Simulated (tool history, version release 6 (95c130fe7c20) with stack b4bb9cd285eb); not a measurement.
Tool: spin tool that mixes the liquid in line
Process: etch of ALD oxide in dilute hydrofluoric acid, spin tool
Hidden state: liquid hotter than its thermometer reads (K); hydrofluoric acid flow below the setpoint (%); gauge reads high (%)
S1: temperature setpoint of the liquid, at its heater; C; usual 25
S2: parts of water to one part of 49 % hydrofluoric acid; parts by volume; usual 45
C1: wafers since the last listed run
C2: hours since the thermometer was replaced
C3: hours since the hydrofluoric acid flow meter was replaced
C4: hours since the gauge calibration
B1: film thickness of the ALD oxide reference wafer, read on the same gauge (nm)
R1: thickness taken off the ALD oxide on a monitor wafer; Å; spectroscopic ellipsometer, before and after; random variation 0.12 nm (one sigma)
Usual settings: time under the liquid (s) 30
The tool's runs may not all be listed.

Run 1, hour 0: usual settings but S1 27.5 C; C1 0; C2 2731; C3 406.3; C4 348.1; B1 40.02. Result: R1 227.7 Å.
Run 2, hour 27: usual settings but S1 27.5 C; C1 357; C2 2758; C3 433.3; C4 375.1; B1 39.98. Result: R1 223.9 Å.
Run 3, hour 58.2: usual settings but S2 55 parts by volume; C1 413; C2 2789.2; C3 464.5; C4 406.3; B1 39.97. Result: R1 163.6 Å.
Run 4, hour 79: usual settings but time under the liquid (s) 35; C1 275; C2 2810; C3 485.3; C4 427.1; B1 40.01. Result: R1 237.4 Å.
Run 5, hour 108.6: usual settings but time under the liquid (s) 35; C1 391; C2 2839.6; C3 514.9; C4 456.7; B1 40.01. Result: R1 236.5 Å.
Run 6, hour 142.3: usual settings but time under the liquid (s) 35; C1 446; C2 2873.3; C3 548.6; C4 490.4; B1 40. Result: R1 238.1 Å.
Run 7, hour 158.3: usual settings; C1 211; C2 2889.3; C3 564.6; C4 506.4; B1 39.97. Result: R1 203 Å.
Run 8, hour 171.3: usual settings; C1 172; C2 2902.3; C3 577.6; C4 519.4; B1 40.01. Result: R1 202.1 Å.
Run 9, hour 204.3: usual settings; C1 437; C2 2935.3; C3 610.6; C4 552.4; B1 39.99. Result: R1 201.1 Å.
Run 10, hour 235.1: usual settings but S2 55 parts by volume, time under the liquid (s) 20; C1 407; C2 2966.1; C3 641.4; C4 583.2; B1 40. Result: R1 108.3 Å.
Run 11, hour 247.9: usual settings but S2 55 parts by volume, time under the liquid (s) 20; C1 169; C2 2978.9; C3 654.2; C4 596; B1 40.03. Result: R1 107.2 Å.
Run 12, hour 280.5: usual settings but S2 55 parts by volume, time under the liquid (s) 20; C1 431; C2 3011.5; C3 686.8; C4 628.6; B1 39.96. Result: R1 107.1 Å.
Run 13, hour 309: usual settings but time under the liquid (s) 40; C1 377; C2 3040; C3 715.3; C4 657.1; B1 39.98. Result: R1 269.5 Å.
Run 14, hour 340.6: usual settings but time under the liquid (s) 40; C1 418; C2 3071.6; C3 746.9; C4 688.7; B1 39.98. Result: R1 266.9 Å.
Run 15, hour 363.3: usual settings but time under the liquid (s) 40; C1 300; C2 3094.3; C3 769.6; C4 711.4; B1 40.02. Result: R1 263 Å.
Run 16, hour 376.8: usual settings; C1 178; C2 3107.8; C3 783.1; C4 724.9; B1 39.99. Result: R1 200 Å.
At hour 386.2: gauge calibrated.
Run 17, hour 412.2: usual settings; C1 468; C2 3143.2; C3 818.5; C4 26; B1 40.03. Result: R1 197.8 Å.
At hour 423.8: thermometer replaced.
Run 18, hour 453.4: usual settings but S2 30 parts by volume; C1 532; C2 29.6; C3 859.7; C4 67.2; B1 40.03. Result: R1 305 Å.
Run 19, hour 477.4: usual settings but time under the liquid (s) 15; C1 317; C2 53.6; C3 883.7; C4 91.2; B1 39.99. Result: R1 97.9 Å.
Run 20, hour 512.2: usual settings; C1 460; C2 88.4; C3 918.5; C4 126; B1 40.02. Result: R1 196.8 Å.
At hour 538.4: hydrofluoric acid flow meter replaced.
Run 21, hour 546.3: usual settings but time under the liquid (s) 25; C1 438; C2 122.5; C3 7.9; C4 160.1; B1 40.02. Result: R1 149.6 Å.
Run 22, hour 570.2: usual settings but S2 35 parts by volume; C1 316; C2 146.4; C3 31.8; C4 184; B1 40.01. Result: R1 235 Å.
Run 23, hour 582.9: usual settings but S1 26.5 C, S2 30 parts by volume, time under the liquid (s) 15; C1 168; C2 159.1; C3 44.5; C4 196.7; B1 39.99. Result: R1 146.9 Å.
Run 24, hour 615: usual settings but S2 25 parts by volume; C1 425; C2 191.2; C3 76.6; C4 228.8; B1 40.01. Result: R1 330.8 Å.
Run 25, hour 645.6: usual settings but S1 28.5 C, S2 40 parts by volume, time under the liquid (s) 35; C1 405; C2 221.8; C3 107.2; C4 259.4; B1 40. Result: R1 271 Å.
Run 26, hour 659.5: usual settings but S1 20.5 C, S2 55 parts by volume, time under the liquid (s) 20; C1 184; C2 235.7; C3 121.1; C4 273.3; B1 39.95. Result: R1 79.4 Å.
At hour 673.2: hydrofluoric acid flow meter replaced, repeated, since the last time left the tool worse.
Run 27, hour 673.7: usual settings but S2 25 parts by volume; C1 174; C2 249.9; C3 0.5; C4 287.5; B1 39.99. Result: R1 394.6 Å.
Run 28, hour 704: usual settings; C1 401; C2 280.2; C3 30.8; C4 317.8; B1 39.99. Result: R1 211.8 Å.
Run 29, hour 736.7: usual settings but S1 21 C, S2 60 parts by volume; C1 433; C2 312.9; C3 63.5; C4 350.5; B1 39.99. Result: R1 132 Å.
Run 30, hour 761.9: usual settings but time under the liquid (s) 50; C1 333; C2 338.1; C3 88.7; C4 375.7; B1 40.01. Result: R1 350.2 Å.
Run 31, hour 789.2: usual settings but S2 30 parts by volume, time under the liquid (s) 15; C1 361; C2 365.4; C3 116; C4 403; B1 40. Result: R1 161.2 Å.
Run 32, hour 819.8: usual settings; C1 405; C2 396; C3 146.6; C4 433.6; B1 40.02. Result: R1 208 Å.

The same runs without the tool's hidden state, with the same run-to-run variation:
run     R1
  1    237
  2  233.5
  3  171.2
  4  248.7
  5  248.4
  6  250.8
  7  214.1
  8  213.4
  9  212.9
 10    115
 11    114
 12  114.3
 13    288
 14    286
 15  282.4
 16    215
 17  213.3
 18  329.6
 19  106.2
 20  214.1
 21  177.1
 22  278.3
 23    174
 24  392.4
 25  323.8
 26   95.2
 27  397.1
 28  213.7
 29  133.6
 30  355.1
 31  163.7
 32  211.9

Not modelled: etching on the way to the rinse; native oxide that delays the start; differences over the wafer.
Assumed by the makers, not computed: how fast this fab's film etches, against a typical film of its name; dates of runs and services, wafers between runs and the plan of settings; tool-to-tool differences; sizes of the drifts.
